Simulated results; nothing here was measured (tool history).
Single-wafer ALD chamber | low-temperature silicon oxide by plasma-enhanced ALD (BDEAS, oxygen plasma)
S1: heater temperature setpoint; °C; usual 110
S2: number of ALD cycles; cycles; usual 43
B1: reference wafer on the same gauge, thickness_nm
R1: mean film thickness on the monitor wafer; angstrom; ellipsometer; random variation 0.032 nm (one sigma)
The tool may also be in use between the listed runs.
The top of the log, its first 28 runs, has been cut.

Run 29, hour 802.5: usual settings but S1 102 °C, S2 36 cycles; B1 6.558. Result: R1 57.44 angstrom.
Run 30, hour 814.8: usual settings but S2 50 cycles; B1 6.559. Result: R1 79.04 angstrom.
Run 31, hour 849.6: usual settings but S1 99 °C, S2 37 cycles; B1 6.557. Result: R1 59.54 angstrom.
Run 32, hour 900.6: usual settings but S1 114 °C, S2 36 cycles; B1 6.562. Result: R1 56.57 angstrom.
Run 33, hour 929.4: usual settings; B1 6.564. Result: R1 67.67 angstrom.
Run 34, hour 946.9: usual settings but S1 114 °C, S2 34 cycles; B1 6.562. Result: R1 53.18 angstrom.
Run 35, hour 970.4: usual settings but S1 124 °C, S2 40 cycles; B1 6.563. Result: R1 61.50 angstrom.
Run 36, hour 987.4: usual settings but S1 118 °C; B1 6.559. Result: R1 66.46 angstrom.
Run 37, hour 1013.6: usual settings but S1 103 °C, S2 45 cycles; B1 6.560. Result: R1 71.71 angstrom.
Run 38, hour 1034.9: usual settings but S1 122 °C, S2 51 cycles; B1 6.564. Result: R1 78.43 angstrom.
Run 39, hour 1064.1: usual settings; B1 6.556. Result: R1 67.86 angstrom.
Run 40, hour 1091.1: usual settings but S1 123 °C, S2 49 cycles; B1 6.563. Result: R1 75.78 angstrom.
Run 41, hour 1107.2: usual settings but S1 118 °C, S2 46 cycles; B1 6.558. Result: R1 71.27 angstrom.

5 ways to go on from here, each from the tool as it stands after run 41. What would each give?
Run A, hour 1107.7: usual settings; B1 ?. Result: R1 ?.
Run B, hour 1107.7: usual settings but S1 99 °C, S2 47 cycles; B1 ?. Result: R1 ?.
Run C, hour 1107.7: usual settings but S1 102 °C, S2 37 cycles; B1 ?. Result: R1 ?.
Run D, hour 1107.7: usual settings but S1 98 °C, S2 40 cycles; B1 ?. Result: R1 ?.
Run E, hour 1107.7: usual settings but S1 97 °C, S2 36 cycles; B1 ?. Result: R1 ?.

run     B1     R1
  A  6.563  67.73
  B  6.563  75.37
  C  6.563  59.05
  D  6.563  64.33
  E  6.563  58.08
Without the tool's hidden state the same runs would have given:
run     R1
  A  67.73
  B  75.37
  C  59.05
  D  64.33
  E  58.08

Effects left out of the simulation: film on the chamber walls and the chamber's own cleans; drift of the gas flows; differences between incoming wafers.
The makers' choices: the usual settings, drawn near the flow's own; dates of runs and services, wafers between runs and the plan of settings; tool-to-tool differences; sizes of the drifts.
